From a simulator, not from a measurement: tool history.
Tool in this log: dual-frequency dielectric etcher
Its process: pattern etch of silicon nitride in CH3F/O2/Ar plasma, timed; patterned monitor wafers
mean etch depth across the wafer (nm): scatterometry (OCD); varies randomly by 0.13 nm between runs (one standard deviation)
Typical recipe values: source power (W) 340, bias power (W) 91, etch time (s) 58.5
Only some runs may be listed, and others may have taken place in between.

| run | hour | source power (W) | bias power (W) | etch time (s) | read-back reference wafer on the same gauge, depth_nm | mean etch depth across the wafer (nm) |
|---|---|---|---|---|---|---|
| 1 | 0 | 340 | 91 | 58.5 | 52 | 42.81 |
| 2 | 32.2 | 340 | 91 | 58.5 | 52.01 | 43.12 |
| 3 | 35 | 340 | 91 | 58.5 | 52.02 | 43.4 |
| 4 | 62 | 340 | 91 | 58.5 | 52.02 | 43.53 |
| 5 | 94.4 | 340 | 91 | 58.5 | 52.03 | 43.27 |
| 6 | 114.1 | 340 | 91 | 58.5 | 52 | 43.26 |
| 7 | 132.1 | 340 | 91 | 58.5 | 52.03 | 43.46 |
| 8 | 181.4 | 340 | 91 | 58.5 | 52.02 | 43.07 |
| 9 | 216.9 | 340 | 91 | 58.5 | 51.98 | 43.13 |
| 10 | 238.7 | 340 | 91 | 58.5 | 51.98 | 43.07 |
| 11 | 254.8 | 340 | 91 | 58.5 | 52 | 43.15 |
| 12 | 281.3 | 340 | 91 | 58.5 | 52 | 42.97 |
| 13 | 311 | 340 | 91 | 58.5 | 52 | 43.08 |
| 14 | 337.2 | 340 | 91 | 58.5 | 52 | 42.99 |
| 15 | 360.6 | 340 | 91 | 58.5 | 52 | 42.82 |
| 16 | 407.1 | 340 | 91 | 58.5 | 51.97 | 43.34 |
| 17 | 412.6 | 260 | 114 | 43.5 | 52.01 | 32.56 |
| 18 | 430.6 | 340 | 91 | 58.5 | 51.98 | 43.21 |
| 19 | 448.4 | 420 | 91 | 58.5 | 52.03 | 46.43 |
| 20 | 475.5 | 340 | 91 | 76 | 52.02 | 56.09 |
| 21 | 493.6 | 340 | 91 | 58.5 | 52.02 | 43.22 |
| 22 | 515.7 | 340 | 91 | 58.5 | 52 | 43.25 |
| 23 | 549.1 | 340 | 78 | 51.5 | 52.02 | 35.55 |
| 24 | 549.5 | 340 | 98 | 52 | 52 | 39.39 |
| 25 | 565.1 | 340 | 91 | 45 | 52 | 33.11 |
| 26 | 593 | 260 | 73 | 75 | 52.01 | 45.8 |
| 27 | 619.8 | 300 | 84 | 58.5 | 51.98 | 39.82 |
| 28 | 650.5 | 340 | 91 | 58.5 | 52.01 | 43.26 |
| 29 | 671.8 | 340 | 98 | 52 | 52.01 | 39.35 |
| 30 | 686.8 | 370 | 83 | 49 | 52.01 | 35.76 |
| 31 | 711.1 | 270 | 99 | 68 | 51.99 | 48.04 |

Taken out of this log: 6 entries between the listed runs. Where each belongs, and how the hidden state differs across it:
Logged between run 1 and run 2: wet clean of the chamber (hour 31.7)
  etch rate over this chamber's usual, %: -1.21 -> -0.0141
  what was measured, less what the result would be without the hidden state, mean etch depth across the wafer (nm): -0.52 -> +0
Logged between run 10 and run 11: gauge calibrated (hour 240.7)
  etch rate over this chamber's usual, %: -0.702 -> -0.755
  what was measured, less what the result would be without the hidden state, mean etch depth across the wafer (nm): -0.3 -> -0.33
Logged between run 15 and run 16: source power generator calibrated (hour 393); wet clean of the chamber (hour 406.6)
  etch rate over this chamber's usual, %: -1.11 -> -0.0802
  what was measured, less what the result would be without the hidden state, mean etch depth across the wafer (nm): -0.48 -> -0.04
Logged between run 20 and run 21: bias power generator calibrated (hour 489)
  etch rate over this chamber's usual, %: -0.308 -> -0.368
  what was measured, less what the result would be without the hidden state, mean etch depth across the wafer (nm): -0.17 -> -0.16
Logged between run 22 and run 23: upper electrode replaced (hour 548.6)
  etch rate over this chamber's usual, %: -0.442 -> -0.553
  what was measured, less what the result would be without the hidden state, mean etch depth across the wafer (nm): -0.2 -> -0.2
